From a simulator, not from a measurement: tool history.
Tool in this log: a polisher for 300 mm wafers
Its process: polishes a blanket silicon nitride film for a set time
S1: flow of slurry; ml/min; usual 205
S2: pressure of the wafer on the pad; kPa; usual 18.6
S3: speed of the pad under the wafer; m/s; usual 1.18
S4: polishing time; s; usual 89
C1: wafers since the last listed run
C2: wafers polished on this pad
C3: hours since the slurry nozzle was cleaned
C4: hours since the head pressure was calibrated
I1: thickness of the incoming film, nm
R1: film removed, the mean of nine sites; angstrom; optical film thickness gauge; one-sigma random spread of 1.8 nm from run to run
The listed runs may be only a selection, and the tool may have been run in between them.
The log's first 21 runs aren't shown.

run	hour	S1	S2	S3	S4	C1	C2	C3	C4	I1	R1
22	543.7	225	21.4	1.54	78	263	874	194.1	743.9	896.2	1750
23	558.3	205	22.1	1.56	104	138	1012	208.7	758.5	879.0	2391
# hour 620.1: head pressure recalibrated
24	666.2	230	14.5	1.44	89	1006	2019	316.6	46.1	881.9	1263
25	681.6	205	18.6	1.18	89	146	2166	332.0	61.5	870.1	1393
26	695.8	185	14.5	1.18	89	135	2301	346.2	75.7	865.2	1042
# hour 704.5: worn pad replaced by a new one
27	729.1	205	20.0	1.18	79	278	233	379.5	109.0	873.5	1292
28	756.5	205	18.6	1.40	114	260	494	406.9	136.4	876.4	2028
29	789.2	205	18.6	1.52	80	310	805	439.6	169.1	888.7	1518
30	815.7	205	21.4	1.18	119	251	1057	466.1	195.6	878.7	2160
31	839.2	205	18.6	1.40	114	223	1280	489.6	219.1	895.1	2052
32	872.9	205	16.5	1.18	89	320	1601	523.3	252.8	877.7	1241
33	907.7	180	24.1	1.38	100	330	1932	558.1	287.6	891.6	2278
34	923.0	205	18.6	1.18	79	145	2077	573.4	302.9	882.4	1275
35	957.0	205	23.4	1.18	101	323	2400	607.4	336.9	872.1	1993
# hour 964.2: worn pad replaced by a new one
36	1051.1	265	18.6	0.82	89	856	825	701.5	431.0	888.1	1067
37	1080.0	205	21.4	1.36	109	274	1100	730.4	459.9	868.6	2202

Run 38, settings as shown, results not yet in. Your forecast:
38	1112.6	175	18.6	1.04	111	309	1410	763.0	492.5	860.3	?

R1: 1501 angstrom
With no hidden state in the tool, this same run would have given R1 1501 angstrom.
